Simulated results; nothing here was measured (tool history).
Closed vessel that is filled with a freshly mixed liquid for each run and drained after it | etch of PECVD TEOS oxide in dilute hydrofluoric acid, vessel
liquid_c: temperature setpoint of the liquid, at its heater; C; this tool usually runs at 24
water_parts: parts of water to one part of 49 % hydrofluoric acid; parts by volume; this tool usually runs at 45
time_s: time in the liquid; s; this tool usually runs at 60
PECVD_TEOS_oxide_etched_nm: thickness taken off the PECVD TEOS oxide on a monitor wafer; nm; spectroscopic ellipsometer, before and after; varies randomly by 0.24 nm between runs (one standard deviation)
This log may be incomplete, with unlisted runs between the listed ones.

| run | hour | liquid_c | water_parts | time_s | read-back film thickness of the PECVD TEOS oxide reference wafer, read on the same gauge (nm) | PECVD_TEOS_oxide_etched_nm |
|---|---|---|---|---|---|---|
| 1 | 0 | 24 | 45 | 60 | 89.99 | 26.32 |
|  | 2.8 | hydrofluoric acid flow meter replaced |
| 2 | 36.2 | 24 | 35 | 60 | 90 | 34.69 |
| 3 | 111.9 | 24 | 35 | 60 | 90 | 34.84 |
| 4 | 195.9 | 24 | 35 | 60 | 90.02 | 34.21 |
| 5 | 240.5 | 24 | 45 | 60 | 90.02 | 26.69 |
| 6 | 332 | 24 | 45 | 60 | 90.02 | 26.96 |
| 7 | 380.4 | 24 | 45 | 60 | 90.03 | 26.56 |
| 8 | 454.7 | 25.5 | 45 | 60 | 90 | 28.5 |
| 9 | 493.5 | 28 | 45 | 60 | 90.01 | 30.83 |
| 10 | 535.5 | 28 | 45 | 60 | 89.99 | 31.35 |
| 11 | 641.1 | 26.5 | 45 | 60 | 90 | 29.59 |
| 12 | 694.4 | 26.5 | 45 | 60 | 90 | 29.74 |
| 13 | 741.3 | 26.5 | 45 | 60 | 90.01 | 29.83 |
|  | 979.8 | thermometer replaced |
| 14 | 1062.6 | 24 | 45 | 60 | 90.01 | 25.92 |
| 15 | 1122.7 | 24 | 30 | 60 | 89.97 | 39.6 |
| 16 | 1214.6 | 20 | 60 | 90 | 89.99 | 24.09 |
| 17 | 1292.9 | 26 | 55 | 40 | 90 | 14.97 |
| 18 | 1385.7 | 24 | 55 | 60 | 90.02 | 20.79 |
| 19 | 1452.8 | 24 | 45 | 60 | 89.99 | 26.15 |
| 20 | 1558.8 | 24 | 45 | 45 | 89.99 | 19.64 |
|  | 1561.5 | hydrofluoric acid flow meter replaced |
| 21 | 1623.7 | 24 | 35 | 60 | 89.99 | 34.5 |
| 22 | 1675.6 | 26.5 | 45 | 60 | 90.01 | 28.83 |
| 23 | 1719.5 | 22 | 35 | 60 | 90.02 | 31.9 |
|  | 1754.3 | gauge calibrated |
| 24 | 1778 | 24 | 35 | 45 | 90 | 25.83 |
| 25 | 1851.8 | 26 | 55 | 40 | 90 | 15.13 |
| 26 | 1923.3 | 24 | 45 | 60 | 89.99 | 26.69 |
| 27 | 1974.8 | 24 | 45 | 60 | 89.98 | 26.54 |
| 28 | 2034.8 | 24 | 45 | 60 | 90.01 | 26.23 |
| 29 | 2109.2 | 21 | 45 | 60 | 90.02 | 23.46 |
| 30 | 2161.3 | 28.5 | 35 | 85 | 90.02 | 58.77 |
| 31 | 2235.6 | 29 | 55 | 50 | 90 | 22.19 |

Predict the results of run 32:
| 32 | 2322.6 | 24 | 45 | 60 | ? | ? |

{"run 32": {"read-back film thickness of the PECVD TEOS oxide reference wafer, read on the same gauge (nm)": 89.99, "PECVD_TEOS_oxide_etched_nm": 26.76}}
The same run, on a tool lacking any hidden state, would have yielded PECVD_TEOS_oxide_etched_nm 25.37 nm.
